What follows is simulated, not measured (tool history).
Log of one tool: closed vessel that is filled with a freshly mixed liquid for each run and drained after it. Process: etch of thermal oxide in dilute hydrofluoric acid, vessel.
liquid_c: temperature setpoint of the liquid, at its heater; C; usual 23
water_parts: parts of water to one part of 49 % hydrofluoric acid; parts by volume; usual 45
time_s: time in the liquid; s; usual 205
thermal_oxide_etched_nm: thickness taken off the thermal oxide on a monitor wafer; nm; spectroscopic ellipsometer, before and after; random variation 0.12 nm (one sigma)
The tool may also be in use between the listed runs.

run	hour	liquid_c	water_parts	time_s	read-back film thickness of the thermal oxide reference wafer, read on the same gauge (nm)	thermal_oxide_etched_nm
1	0	23	45	205	30.02	22.48
2	40.8	23	45	205	30.03	22.65
3	115.8	23	35	285	30.01	41
4	216.2	21	45	145	30	14.87
5	310.2	21	45	145	29.99	14.87
6	355.7	23	45	205	30.01	22.92
# hour 397: hydrofluoric acid flow meter replaced
7	407.9	23	30	205	30	33.92
8	474.4	23	30	205	29.98	33.98
9	542.4	23	45	205	30.03	22.14
10	649.4	23	45	205	30.02	22.67
11	748.9	24.5	45	205	30.02	24.26
12	794.7	24.5	45	205	30.01	24.02
# hour 900.2: hydrofluoric acid flow meter replaced
13	900.7	24.5	45	205	30.02	23.5
# hour 950.4: thermometer replaced
14	994.8	23	45	205	29.99	22.25
15	1054.1	23	45	205	30.03	22.18
16	1117	21.5	65	255	29.99	17.74
# hour 1170: gauge calibrated
17	1190.1	19.5	55	155	29.99	11.93
18	1233.2	20.5	45	205	30.04	20.59
19	1322.9	21.5	45	250	29.97	25.8
# hour 1401.8: hydrofluoric acid flow meter replaced
20	1411.6	23	45	250	29.99	27.07
21	1452.9	24.5	55	205	30.02	19.09
22	1489.4	23	45	205	30	22.24
23	1559.5	23	45	205	30.02	22.32
24	1786.5	25	60	255	30.01	22.71
25	1870.1	26.5	45	205	29.98	26.48
# hour 1902.6: hydrofluoric acid flow meter replaced
26	1935.7	23	25	205	30	41.28
27	2012	23	60	305	30	24.19
28	2107.8	25.5	45	205	29.98	24.86
29	2165.4	25	25	205	30.01	45.25
30	2203.7	26	45	205	30.01	25.49
31	2255.5	23	45	205	30.01	22.68
32	2311.9	23	45	205	29.99	22.81
33	2380.2	23	45	205	30.03	22.91
34	2466.6	23	45	205	29.97	23

Some steps in thermal_oxide_etched_nm between neighbouring runs. How much of each would the tool show without its hidden state too (settings, what came in, random variation), and how much is left for the hidden state, with any gauge scatter that isn't in both results?
The hidden state here: liquid colder than its thermometer reads (K); hydrofluoric acid flow above the setpoint (%); gauge reads high (%).
Run 3 -> 4: liquid_c 23 -> 21, water_parts 35 -> 45, time_s 285 -> 145. thermal_oxide_etched_nm -26.13 nm: hidden state -0.59, all else -25.54.
Run 6 -> 7: water_parts 45 -> 30, hydrofluoric acid flow meter replaced. thermal_oxide_etched_nm +11 nm: hidden state -0.88, all else +11.88.
Run 12 -> 13: hydrofluoric acid flow meter replaced. thermal_oxide_etched_nm -0.52 nm: hidden state -0.68, all else +0.16.
Run 25 -> 26: liquid_c 26.5 -> 23, water_parts 45 -> 25, hydrofluoric acid flow meter replaced. thermal_oxide_etched_nm +14.8 nm: hidden state -0.77, all else +15.57.
Run 28 -> 29: liquid_c 25.5 -> 25, water_parts 45 -> 25. thermal_oxide_etched_nm +20.39 nm: hidden state +0.47, all else +19.92.
Run 29 -> 30: liquid_c 25 -> 26, water_parts 25 -> 45. thermal_oxide_etched_nm -19.76 nm: hidden state -0.29, all else -19.47.
